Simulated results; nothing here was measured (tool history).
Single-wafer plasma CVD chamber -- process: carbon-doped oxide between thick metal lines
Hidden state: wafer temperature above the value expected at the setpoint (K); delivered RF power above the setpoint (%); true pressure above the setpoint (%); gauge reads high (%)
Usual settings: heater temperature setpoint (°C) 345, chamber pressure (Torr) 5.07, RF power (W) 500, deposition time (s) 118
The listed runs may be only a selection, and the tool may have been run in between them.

| run | day | heater temperature setpoint (°C) | chamber pressure (Torr) | RF power (W) | deposition time (s) | wafers since the last listed run | hours since the last thermocouple change | hours since the last RF generator calibration | hours since the last manometer calibration | hours since the showerhead was replaced | hours since the gauge calibration | read-back reference wafer on the same gauge, thickness_nm | mean film thickness on the monitor wafer (Å) |
|---|---|---|---|---|---|---|---|---|---|---|---|---|---|
| 1 | 0.000 | 345 | 5.07 | 500 | 101 | 0 | 636.2 | 665.8 | 1127.5 | 4518.7 | 569.1 | 474.221 | 4939.50 |
| 2 | 4.033 | 345 | 5.07 | 500 | 101 | 1228 | 733.0 | 762.6 | 1224.3 | 4615.5 | 665.9 | 474.593 | 4961.52 |
| 3 | 7.696 | 345 | 5.07 | 500 | 118 | 1115 | 820.9 | 850.5 | 1312.2 | 4703.4 | 753.8 | 475.111 | 5770.21 |
| 4 | 9.367 | 345 | 5.07 | 500 | 118 | 508 | 861.0 | 890.6 | 1352.3 | 4743.5 | 793.9 | 475.219 | 5797.96 |
| 5 | 19.179 | 345 | 5.07 | 500 | 118 | 2989 | 1096.5 | 1126.1 | 1587.8 | 4979.0 | 1029.4 | 476.860 | 5780.22 |
| 6 | 21.196 | 345 | 5.07 | 500 | 118 | 614 | 1144.9 | 1174.5 | 1636.2 | 5027.4 | 1077.8 | 477.280 | 5794.56 |
|  | 25.146 | RF generator calibrated |
| 7 | 25.608 | 345 | 5.07 | 500 | 118 | 1242 | 1250.8 | 11.1 | 1742.1 | 5133.3 | 1183.7 | 478.226 | 5803.05 |
|  | 25.933 | gauge calibrated |
| 8 | 27.725 | 345 | 5.07 | 500 | 118 | 644 | 1301.6 | 61.9 | 1792.9 | 5184.1 | 43.0 | 474.253 | 5747.03 |
| 9 | 29.262 | 345 | 5.07 | 500 | 118 | 468 | 1338.5 | 98.8 | 1829.8 | 5221.0 | 79.9 | 474.326 | 5780.54 |
| 10 | 31.671 | 358 | 5.07 | 550 | 118 | 733 | 1396.3 | 156.6 | 1887.6 | 5278.8 | 137.7 | 474.384 | 5841.55 |
|  | 33.250 | capacitance manometer re-zeroed and calibrated |
| 11 | 35.796 | 345 | 5.07 | 500 | 101 | 1154 | 1495.3 | 255.6 | 61.1 | 5377.8 | 236.7 | 474.270 | 4949.03 |
|  | 37.446 | showerhead replaced |
| 12 | 37.467 | 345 | 5.07 | 500 | 118 | 407 | 1535.4 | 295.7 | 101.2 | 0.5 | 276.8 | 474.548 | 5786.13 |
| 13 | 40.667 | 340 | 5.07 | 500 | 118 | 974 | 1612.2 | 372.5 | 178.0 | 77.3 | 353.6 | 474.857 | 5836.88 |
|  | 41.738 | thermocouple changed; heater temperature recalibrated |
| 14 | 43.229 | 339 | 5.07 | 545 | 118 | 679 | 35.8 | 434.0 | 239.5 | 138.8 | 415.1 | 475.057 | 6074.65 |
| 15 | 45.258 | 345 | 5.07 | 500 | 118 | 618 | 84.5 | 482.7 | 288.2 | 187.5 | 463.8 | 475.111 | 5776.96 |
| 16 | 48.804 | 341 | 5.07 | 500 | 118 | 1080 | 169.6 | 567.8 | 373.3 | 272.6 | 548.9 | 475.511 | 5862.25 |
| 17 | 52.771 | 334 | 5.59 | 455 | 118 | 1208 | 264.8 | 663.0 | 468.5 | 367.8 | 644.1 | 475.695 | 5880.85 |
| 18 | 56.554 | 345 | 5.87 | 575 | 118 | 1152 | 355.6 | 753.8 | 559.3 | 458.6 | 734.9 | 476.347 | 6263.44 |
| 19 | 60.862 | 345 | 6.14 | 570 | 98 | 1312 | 459.0 | 857.2 | 662.7 | 562.0 | 838.3 | 476.942 | 5281.41 |

Each row is a separate what-if for the run after 19, all from the same tool condition, not one after another. Results?
| A | 60.879 | 345 | 5.07 | 500 | 118 | 5 | 459.4 | 857.6 | 663.1 | 562.4 | 838.7 | ? | ? |
| B | 60.879 | 345 | 6.03 | 500 | 118 | 5 | 459.4 | 857.6 | 663.1 | 562.4 | 838.7 | ? | ? |
| C | 60.879 | 345 | 5.50 | 470 | 118 | 5 | 459.4 | 857.6 | 663.1 | 562.4 | 838.7 | ? | ? |

| run | read-back reference wafer on the same gauge, thickness_nm | mean film thickness on the monitor wafer (Å) |
|---|---|---|
| A | 476.851 | 5817.97 |
| B | 476.851 | 6005.81 |
| C | 476.851 | 5776.47 |
With no hidden state in the tool, these same runs would have given:
| run | mean film thickness on the monitor wafer (Å) |
|---|---|
| A | 5771.01 |
| B | 5957.34 |
| C | 5729.85 |
